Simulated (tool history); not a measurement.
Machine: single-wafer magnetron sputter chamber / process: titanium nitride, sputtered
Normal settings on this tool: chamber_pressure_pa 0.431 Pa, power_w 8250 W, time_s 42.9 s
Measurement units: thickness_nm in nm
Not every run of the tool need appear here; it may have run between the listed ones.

run	hour	chamber_pressure_pa	power_w	time_s	read-back reference wafer on the same gauge, thickness_nm	thickness_nm
1	0	0.431	8250	42.9	68.909	62.418
2	11	0.431	8250	42.9	68.868	62.022
3	17.2	0.431	8250	42.9	68.988	61.434
4	34	0.431	8250	37.2	68.916	53.599
# hour 46.9: sputter target and shields replaced
5	47.4	0.431	8250	37.2	68.859	55.431
# hour 58.9: magnet pack replaced
6	59.4	0.431	8250	37.2	68.835	55.156
# hour 61: gauge calibrated
7	61.8	0.431	8250	37.8	68.862	55.973
8	69.6	0.431	8250	42.9	68.903	63.095
9	83.6	0.33	6550	36.8	68.873	44.617
10	91.4	0.28	7700	34.8	68.927	50.747
# hour 104: capacitance manometer re-zeroed and calibrated
11	104.5	0.431	6650	51	68.87	59.73
12	110.9	0.365	9000	42.9	68.917	68.756
13	124.4	0.431	6850	50.3	68.945	61.099
14	139.7	0.431	8250	42.9	68.871	62.016
15	155.1	0.518	8250	49.4	68.859	69.987

Branching from run 15: 3 alternative next runs. What would each branch give?
A	155.5	0.431	8250	42.9	?	?
B	155.5	0.298	9250	38.1	?	?
C	155.5	0.431	9250	42.9	?	?

run	read-back reference wafer on the same gauge, thickness_nm	thickness_nm
A	68.904	61.929
B	68.904	64.56
C	68.904	69.153
The same runs, with their run-to-run variation unchanged, on a tool lacking any hidden condition would have given:
run	thickness_nm
A	64.1
B	66.824
C	71.579

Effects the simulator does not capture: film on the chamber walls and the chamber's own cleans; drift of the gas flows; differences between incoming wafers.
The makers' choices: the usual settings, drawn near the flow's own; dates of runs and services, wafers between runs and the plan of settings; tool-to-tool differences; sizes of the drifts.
